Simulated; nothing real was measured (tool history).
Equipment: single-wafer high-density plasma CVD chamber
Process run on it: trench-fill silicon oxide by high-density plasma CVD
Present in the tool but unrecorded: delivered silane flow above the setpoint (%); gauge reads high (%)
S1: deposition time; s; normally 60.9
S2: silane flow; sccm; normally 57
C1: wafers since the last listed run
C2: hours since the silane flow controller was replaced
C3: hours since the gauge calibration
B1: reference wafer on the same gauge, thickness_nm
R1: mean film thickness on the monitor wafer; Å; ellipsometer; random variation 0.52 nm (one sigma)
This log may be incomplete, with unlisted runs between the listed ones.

{"run": 1, "hour": 0.0, "S1": 60.9, "S2": 51, "C1": 0, "C2": 1743.8, "C3": 86.0, "B1": 366.895, "R1": 2673.43}
{"run": 2, "hour": 15.4, "S1": 60.9, "S2": 51, "C1": 166, "C2": 1759.2, "C3": 101.4, "B1": 366.801, "R1": 2667.52}
{"run": 3, "hour": 30.0, "S1": 60.9, "S2": 57, "C1": 157, "C2": 1773.8, "C3": 116.0, "B1": 367.054, "R1": 2978.72}
{"run": 4, "hour": 41.6, "S1": 60.9, "S2": 57, "C1": 125, "C2": 1785.4, "C3": 127.6, "B1": 367.009, "R1": 2981.55}
{"run": 5, "hour": 57.3, "S1": 60.9, "S2": 57, "C1": 169, "C2": 1801.1, "C3": 143.3, "B1": 367.0, "R1": 2983.92}
{"run": 6, "hour": 68.3, "S1": 60.9, "S2": 57, "C1": 118, "C2": 1812.1, "C3": 154.3, "B1": 366.882, "R1": 2983.8}
{"run": 7, "hour": 80.9, "S1": 60.9, "S2": 57, "C1": 135, "C2": 1824.7, "C3": 166.9, "B1": 366.919, "R1": 2978.06}
{"run": 8, "hour": 95.8, "S1": 72.0, "S2": 57, "C1": 160, "C2": 1839.6, "C3": 181.8, "B1": 367.087, "R1": 3517.71}
{"run": 9, "hour": 111.8, "S1": 65.2, "S2": 64, "C1": 172, "C2": 1855.6, "C3": 197.8, "B1": 367.069, "R1": 3568.61}
{"run": 10, "hour": 123.8, "S1": 71.5, "S2": 61, "C1": 129, "C2": 1867.6, "C3": 209.8, "B1": 366.847, "R1": 3736.99}
{"hour": 130.0, "done": "gauge calibrated"}
{"run": 11, "hour": 131.2, "S1": 73.0, "S2": 61, "C1": 79, "C2": 1875.0, "C3": 1.2, "B1": 367.098, "R1": 3816.82}
{"hour": 171.5, "done": "silane flow controller replaced"}
{"run": 12, "hour": 183.6, "S1": 60.9, "S2": 57, "C1": 478, "C2": 12.1, "C3": 53.6, "B1": 367.036, "R1": 3178.52}
{"run": 13, "hour": 193.4, "S1": 69.9, "S2": 64, "C1": 105, "C2": 21.9, "C3": 63.4, "B1": 367.016, "R1": 4090.03}
{"run": 14, "hour": 224.5, "S1": 60.9, "S2": 57, "C1": 335, "C2": 53.0, "C3": 94.5, "B1": 367.057, "R1": 3181.38}

5 ways to go on from here, each from the tool as it stands after run 14. What would each give?
{"run": "A", "hour": 224.9, "S1": 60.9, "S2": 57, "C1": 4, "C2": 53.4, "C3": 94.9, "B1": "?", "R1": "?"}
{"run": "B", "hour": 224.9, "S1": 60.9, "S2": 62, "C1": 4, "C2": 53.4, "C3": 94.9, "B1": "?", "R1": "?"}
{"run": "C", "hour": 224.9, "S1": 54.9, "S2": 62, "C1": 4, "C2": 53.4, "C3": 94.9, "B1": "?", "R1": "?"}
{"run": "D", "hour": 224.9, "S1": 70.8, "S2": 53, "C1": 4, "C2": 53.4, "C3": 94.9, "B1": "?", "R1": "?"}
{"run": "E", "hour": 224.9, "S1": 60.9, "S2": 49, "C1": 4, "C2": 53.4, "C3": 94.9, "B1": "?", "R1": "?"}

run=A B1=367.024 R1=3162.46
run=B B1=367.024 R1=3439.87
run=C B1=367.024 R1=3100.96
run=D B1=367.024 R1=3418.55
run=E B1=367.024 R1=2718.61
What these runs would have given with no unlogged condition in the tool:
run=A R1=3186.07
run=B R1=3465.55
run=C R1=3124.12
run=D R1=3444.07
run=E R1=2738.90
